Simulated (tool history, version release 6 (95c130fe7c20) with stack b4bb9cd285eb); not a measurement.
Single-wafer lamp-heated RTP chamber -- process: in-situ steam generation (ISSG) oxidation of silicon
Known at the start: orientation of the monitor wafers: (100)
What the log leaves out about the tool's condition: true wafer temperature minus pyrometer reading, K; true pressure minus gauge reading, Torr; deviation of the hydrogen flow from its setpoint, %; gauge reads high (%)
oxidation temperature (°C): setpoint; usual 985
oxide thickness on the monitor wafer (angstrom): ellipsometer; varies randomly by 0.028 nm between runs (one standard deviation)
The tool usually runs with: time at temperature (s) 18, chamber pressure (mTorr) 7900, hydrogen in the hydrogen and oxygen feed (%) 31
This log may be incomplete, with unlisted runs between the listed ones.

run,day,oxidation temperature (°C),time at temperature (s),chamber pressure (mTorr),hydrogen in the hydrogen and oxygen feed (%),wafers since the last listed run,wafers since the last pyrometer calibration,hours since the pressure gauge was zeroed,hours since the hydrogen flow controller was replaced,hours since the gauge calibration,"read-back reference wafer on the same gauge, thickness",oxide thickness on the monitor wafer (angstrom)
1,0,985,18,7900,32,0,463,2657.6,3842.5,223.3,5.508,55.67
2,1.408,985,18,7900,32,263,726,2691.4,3876.3,257.1,5.515,55.01
3,4.438,985,18,7900,32,566,1293,2764.1,3949,329.8,5.505,55.72
4,5.512,985,22,7900,31,201,1494,2789.9,3974.8,355.6,5.51,60.51
5,6.733,985,22,7900,31,228,1723,2819.2,4004.1,384.9,5.512,60.41
6,7.392,985,18,7900,31,123,1846,2835,4019.9,400.7,5.509,55.63
7,8.267,985,18,7900,31,163,2010,2856,4040.9,421.7,5.514,56.45
8,9.2,985,13,7900,31,174,2184,2878.4,4063.3,444.1,5.51,48.81
9,9.996,985,18,7900,31,148,2333,2897.5,4082.4,463.2,5.508,55.74
10,10.675,985,18,7900,31,127,2461,2913.8,4098.7,479.5,5.518,56.53
11,11.375,985,18,7900,31,131,2592,2930.6,4115.5,496.3,5.512,56.26
12,11.933,985,18,7200,31,104,2696,2944,4128.9,509.7,5.505,56.14
13,12.567,985,23,7900,31,118,2815,2959.2,4144.1,524.9,5.515,62.55
14,13.596,985,18,7900,31,192,3007,2983.9,4168.8,549.6,5.514,56.47
15,14.288,970,18,7900,31,129,3137,3000.5,4185.4,566.2,5.513,53.46
# day 14.842: pressure gauge zeroed
# day 15.329: gauge calibrated
# day 18.496: pyrometer window cleaned and pyrometer calibrated
16,18.517,985,12,8700,27,666,3,88.2,4286.9,76.5,5.505,44.35

Run 17 has not been measured yet. What should we expect?
17,19.396,1001,11,6900,32,164,168,109.3,4308,97.6,?,?

Run 17 measured read-back reference wafer on the same gauge, thickness 5.507, oxide thickness on the monitor wafer (angstrom) 48.1.
Were there no unlogged condition in the tool, this run, its random variation unchanged, would have produced oxide thickness on the monitor wafer (angstrom) 47.96.
